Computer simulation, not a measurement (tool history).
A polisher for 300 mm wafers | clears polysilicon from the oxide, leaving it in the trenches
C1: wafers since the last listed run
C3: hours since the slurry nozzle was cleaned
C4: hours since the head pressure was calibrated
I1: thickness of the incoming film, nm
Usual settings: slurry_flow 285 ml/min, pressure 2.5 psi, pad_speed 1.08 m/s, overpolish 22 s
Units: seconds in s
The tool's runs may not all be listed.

Run 1, day 0.000: usual settings but overpolish 27 s; C1 0; wafers polished on this pad 821; C3 16.4; C4 301.6; I1 645.4. Result: seconds 49.3 s.
Run 2, day 4.429: usual settings but overpolish 27 s; C1 1050; wafers polished on this pad 1872; C3 122.7; C4 407.9; I1 662.2. Result: seconds 50.9 s.
At day 7.279: worn pad replaced by a new one.
Run 3, day 8.000: usual settings but pad_speed 1.30 m/s; C1 807; wafers polished on this pad 170; C3 208.4; C4 493.6; I1 658.4. Result: seconds 43.5 s.
Run 4, day 12.604: usual settings but overpolish 32 s; C1 1092; wafers polished on this pad 1263; C3 318.9; C4 604.1; I1 648.8. Result: seconds 50.4 s.
At day 14.858: slurry nozzle cleaned.
Run 5, day 14.958: usual settings but overpolish 32 s; C1 548; wafers polished on this pad 1811; C3 2.4; C4 660.6; I1 653.0. Result: seconds 52.3 s.
At day 17.108: worn pad replaced by a new one.
Run 6, day 18.562: usual settings but overpolish 32 s; C1 815; wafers polished on this pad 345; C3 88.9; C4 747.1; I1 645.6. Result: seconds 52.0 s.
Run 7, day 21.712: usual settings; C1 747; wafers polished on this pad 1092; C3 164.5; C4 822.7; I1 649.7. Result: seconds 53.7 s.
Run 8, day 25.500: usual settings; C1 898; wafers polished on this pad 1991; C3 255.4; C4 913.6; I1 662.0. Result: seconds 57.3 s.
At day 25.812: head pressure recalibrated.
At day 26.100: worn pad replaced by a new one.
Run 9, day 29.538: usual settings but pad_speed 1.30 m/s; C1 898; wafers polished on this pad 815; C3 352.3; C4 89.4; I1 647.1. Result: seconds 39.7 s.
At day 29.971: slurry nozzle cleaned.
Run 10, day 31.900: usual settings but slurry_flow 260 ml/min, overpolish 11 s; C1 550; wafers polished on this pad 1366; C3 46.3; C4 146.1; I1 651.6. Result: seconds 50.1 s.
At day 34.850: worn pad replaced by a new one.
Run 11, day 35.362: usual settings but pressure 2.8 psi, overpolish 15 s; C1 782; wafers polished on this pad 121; C3 129.4; C4 229.2; I1 657.1. Result: seconds 43.4 s.
At day 43.867: worn pad replaced by a new one.
Run 12, day 44.508: usual settings but pressure 1.7 psi, overpolish 33 s; C1 2130; wafers polished on this pad 151; C3 348.9; C4 448.7; I1 650.3. Result: seconds 72.9 s.
At day 44.854: slurry nozzle cleaned.
Run 13, day 46.433: usual settings but slurry_flow 195 ml/min, overpolish 15 s; C1 446; wafers polished on this pad 598; C3 37.9; C4 494.9; I1 637.8. Result: seconds 50.4 s.
Run 14, day 49.225: usual settings but slurry_flow 190 ml/min, pressure 2.1 psi, pad_speed 1.28 m/s, overpolish 28 s; C1 662; wafers polished on this pad 1261; C3 104.9; C4 561.9; I1 655.3. Result: seconds 54.5 s.

Some steps in seconds between neighbouring runs. How much of each would the tool show without its hidden state too (settings, what came in, random variation), and how much is left for the hidden state, with any gauge scatter that isn't in both results?
The hidden state here: removal rate lost through wear of the pad, %; slurry flow missing at the pad, %; deviation of the head's pressure from its setpoint, %.
Run 8 -> 9: pad_speed 1.08 -> 1.30, head pressure recalibrated, worn pad replaced by a new one. seconds -17.6 s: hidden state -6.3, all else -11.3.
Run 11 -> 12: pressure 2.8 -> 1.7, overpolish 15 -> 33, worn pad replaced by a new one. seconds +29.5 s: hidden state +1.4, all else +28.1.

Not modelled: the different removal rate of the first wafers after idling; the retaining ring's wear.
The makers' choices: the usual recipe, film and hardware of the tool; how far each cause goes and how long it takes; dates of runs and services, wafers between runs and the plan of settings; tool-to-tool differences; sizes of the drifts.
